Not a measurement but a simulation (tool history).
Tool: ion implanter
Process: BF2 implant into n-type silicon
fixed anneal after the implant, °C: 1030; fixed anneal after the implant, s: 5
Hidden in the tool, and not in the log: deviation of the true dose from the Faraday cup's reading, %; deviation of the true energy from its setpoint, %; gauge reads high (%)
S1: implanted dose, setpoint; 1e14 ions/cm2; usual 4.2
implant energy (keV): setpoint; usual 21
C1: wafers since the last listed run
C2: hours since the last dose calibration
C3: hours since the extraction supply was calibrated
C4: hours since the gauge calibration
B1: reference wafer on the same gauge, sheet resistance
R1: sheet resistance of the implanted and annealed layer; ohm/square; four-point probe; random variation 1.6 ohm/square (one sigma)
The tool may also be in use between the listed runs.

Run 1, hour 0: usual settings but S1 4.87 1e14 ions/cm2; C1 0; C2 1640.2; C3 2770.4; C4 2263.1; B1 332.27. Result: R1 243.91 ohm/square.
Run 2, hour 39.2: usual settings but S1 4.87 1e14 ions/cm2; C1 1412; C2 1679.4; C3 2809.6; C4 2302.3; B1 331.56. Result: R1 242.19 ohm/square.
Run 3, hour 92.9: usual settings but S1 4.87 1e14 ions/cm2; C1 1934; C2 1733.1; C3 2863.3; C4 2356; B1 331.7. Result: R1 243.21 ohm/square.
Run 4, hour 118.1: usual settings but S1 4.71 1e14 ions/cm2; C1 907; C2 1758.3; C3 2888.5; C4 2381.2; B1 332.81. Result: R1 249.92 ohm/square.
Run 5, hour 156.3: usual settings but S1 4.71 1e14 ions/cm2; C1 1376; C2 1796.5; C3 2926.7; C4 2419.4; B1 332.05. Result: R1 246.51 ohm/square.
At hour 156.9: gauge calibrated.
Run 6, hour 203.6: usual settings but S1 4.71 1e14 ions/cm2; C1 1704; C2 1843.8; C3 2974; C4 46.7; B1 332.03. Result: R1 248.41 ohm/square.
Run 7, hour 244.3: usual settings but implant energy (keV) 24.5; C1 1466; C2 1884.5; C3 3014.7; C4 87.4; B1 331.94. Result: R1 259.31 ohm/square.
Run 8, hour 301.9: usual settings but S1 4.59 1e14 ions/cm2; C1 2075; C2 1942.1; C3 3072.3; C4 145; B1 332.25. Result: R1 252.95 ohm/square.
Run 9, hour 362.5: usual settings but S1 4.59 1e14 ions/cm2; C1 2183; C2 2002.7; C3 3132.9; C4 205.6; B1 331.58. Result: R1 255.12 ohm/square.
Run 10, hour 425.5: usual settings but S1 4.59 1e14 ions/cm2; C1 2269; C2 2065.7; C3 3195.9; C4 268.6; B1 332.22. Result: R1 252.52 ohm/square.
At hour 437.7: Faraday cup replaced and dose calibrated.
Run 11, hour 451.6: usual settings; C1 652; C2 13.9; C3 3222; C4 294.7; B1 332.08. Result: R1 279.96 ohm/square.
Run 12, hour 498.1: usual settings; C1 1675; C2 60.4; C3 3268.5; C4 341.2; B1 332.06. Result: R1 278.39 ohm/square.
Run 13, hour 655.1: usual settings; C1 5656; C2 217.4; C3 3425.5; C4 498.2; B1 331.38. Result: R1 278.18 ohm/square.
Run 14, hour 683.5: usual settings but S1 4.71 1e14 ions/cm2; C1 1023; C2 245.8; C3 3453.9; C4 526.6; B1 331.95. Result: R1 256.66 ohm/square.
Run 15, hour 748.8: usual settings but S1 3.47 1e14 ions/cm2; C1 2352; C2 311.1; C3 3519.2; C4 591.9; B1 331.96. Result: R1 323.46 ohm/square.
Run 16, hour 793.1: usual settings but S1 3.06 1e14 ions/cm2, implant energy (keV) 15; C1 1596; C2 355.4; C3 3563.5; C4 636.2; B1 332.28. Result: R1 375 ohm/square.
Run 17, hour 861.5: usual settings but S1 3.34 1e14 ions/cm2, implant energy (keV) 24.5; C1 2464; C2 423.8; C3 3631.9; C4 704.6; B1 331.85. Result: R1 328.96 ohm/square.
Run 18, hour 905.1: usual settings but S1 4.88 1e14 ions/cm2, implant energy (keV) 28; C1 1570; C2 467.4; C3 3675.5; C4 748.2; B1 331.69. Result: R1 233.58 ohm/square.
Run 19, hour 931.7: usual settings but S1 3.6 1e14 ions/cm2, implant energy (keV) 17.5; C1 958; C2 494; C3 3702.1; C4 774.8; B1 331.64. Result: R1 318.33 ohm/square.
Run 20, hour 973.2: usual settings but S1 4.64 1e14 ions/cm2, implant energy (keV) 17; C1 1495; C2 535.5; C3 3743.6; C4 816.3; B1 331.78. Result: R1 271.44 ohm/square.
At hour 1022: extraction supply calibrated.
Run 21, hour 1022.5: usual settings but S1 3.85 1e14 ions/cm2, implant energy (keV) 28; C1 1487; C2 584.8; C3 0.5; C4 865.6; B1 331.96. Result: R1 284.22 ohm/square.
Run 22, hour 1084.4: usual settings but S1 5.12 1e14 ions/cm2, implant energy (keV) 17; C1 2230; C2 646.7; C3 62.4; C4 927.5; B1 332.44. Result: R1 257.1 ohm/square.
Run 23, hour 1149.5: usual settings but implant energy (keV) 17; C1 2345; C2 711.8; C3 127.5; C4 992.6; B1 331.92. Result: R1 285.99 ohm/square.
Run 24, hour 1187.7: usual settings but S1 3 1e14 ions/cm2; C1 1376; C2 750; C3 165.7; C4 1030.8; B1 331.94. Result: R1 361.99 ohm/square.
Run 25, hour 1224.7: usual settings but S1 4.76 1e14 ions/cm2, implant energy (keV) 15.5; C1 1333; C2 787; C3 202.7; C4 1067.8; B1 332.38. Result: R1 272.5 ohm/square.
Run 26, hour 1272.6: usual settings but S1 4.83 1e14 ions/cm2, implant energy (keV) 18.5; C1 1725; C2 834.9; C3 250.6; C4 1115.7; B1 332.22. Result: R1 255.25 ohm/square.
Run 27, hour 1308.6: usual settings but S1 5.09 1e14 ions/cm2, implant energy (keV) 26; C1 1296; C2 870.9; C3 286.6; C4 1151.7; B1 331.63. Result: R1 226.7 ohm/square.
Run 28, hour 1337: usual settings; C1 1023; C2 899.3; C3 315; C4 1180.1; B1 331.84. Result: R1 274.56 ohm/square.
Run 29, hour 1368: usual settings but implant energy (keV) 14; C1 1116; C2 930.3; C3 346; C4 1211.1; B1 331.2. Result: R1 301.77 ohm/square.
Run 30, hour 1413: usual settings but S1 3.29 1e14 ions/cm2, implant energy (keV) 18; C1 1621; C2 975.3; C3 391; C4 1256.1; B1 332.34. Result: R1 338.11 ohm/square.
Run 31, hour 1439.6: usual settings but S1 3.56 1e14 ions/cm2, implant energy (keV) 14; C1 958; C2 1001.9; C3 417.6; C4 1282.7; B1 332.08. Result: R1 335.87 ohm/square.
Run 32, hour 1467.4: usual settings but S1 3.22 1e14 ions/cm2, implant energy (keV) 23; C1 1001; C2 1029.7; C3 445.4; C4 1310.5; B1 331.72. Result: R1 334.57 ohm/square.
Run 33, hour 1518.7: usual settings; C1 1848; C2 1081; C3 496.7; C4 1361.8; B1 332.69. Result: R1 277.49 ohm/square.
Run 34, hour 1577.4: usual settings but S1 5.15 1e14 ions/cm2; C1 2114; C2 1139.7; C3 555.4; C4 1420.5; B1 331.89. Result: R1 238.28 ohm/square.
Run 35, hour 1637: usual settings but S1 4.87 1e14 ions/cm2, implant energy (keV) 18; C1 2147; C2 1199.3; C3 615; C4 1480.1; B1 331.75. Result: R1 254.61 ohm/square.
Run 36, hour 1677.4: usual settings but S1 4.94 1e14 ions/cm2, implant energy (keV) 13.5; C1 1455; C2 1239.7; C3 655.4; C4 1520.5; B1 331.68. Result: R1 278.73 ohm/square.
Run 37, hour 1747.2: usual settings but S1 3.77 1e14 ions/cm2, implant energy (keV) 19; C1 2514; C2 1309.5; C3 725.2; C4 1590.3; B1 331.65. Result: R1 301.29 ohm/square.

4 ways to go on from here, each from the tool as it stands after run 37. What would each give?
Run A, hour 1747.6: usual settings; C1 14; C2 1309.9; C3 725.6; C4 1590.7; B1 ?. Result: R1 ?.
Run B, hour 1747.6: usual settings but S1 3.37 1e14 ions/cm2; C1 14; C2 1309.9; C3 725.6; C4 1590.7; B1 ?. Result: R1 ?.
Run C, hour 1747.6: usual settings but S1 4.85 1e14 ions/cm2, implant energy (keV) 24; C1 14; C2 1309.9; C3 725.6; C4 1590.7; B1 ?. Result: R1 ?.
Run D, hour 1747.6: usual settings but S1 3.8 1e14 ions/cm2, implant energy (keV) 15.5; C1 14; C2 1309.9; C3 725.6; C4 1590.7; B1 ?. Result: R1 ?.

run      B1      R1
  A  331.74  272.66
  B  331.74  323.83
  C  331.74  238.51
  D  331.74  312.01
Without the tool's hidden state the same runs would have given:
run      R1
  A  279.24
  B   332.3
  C  244.14
  D  318.98
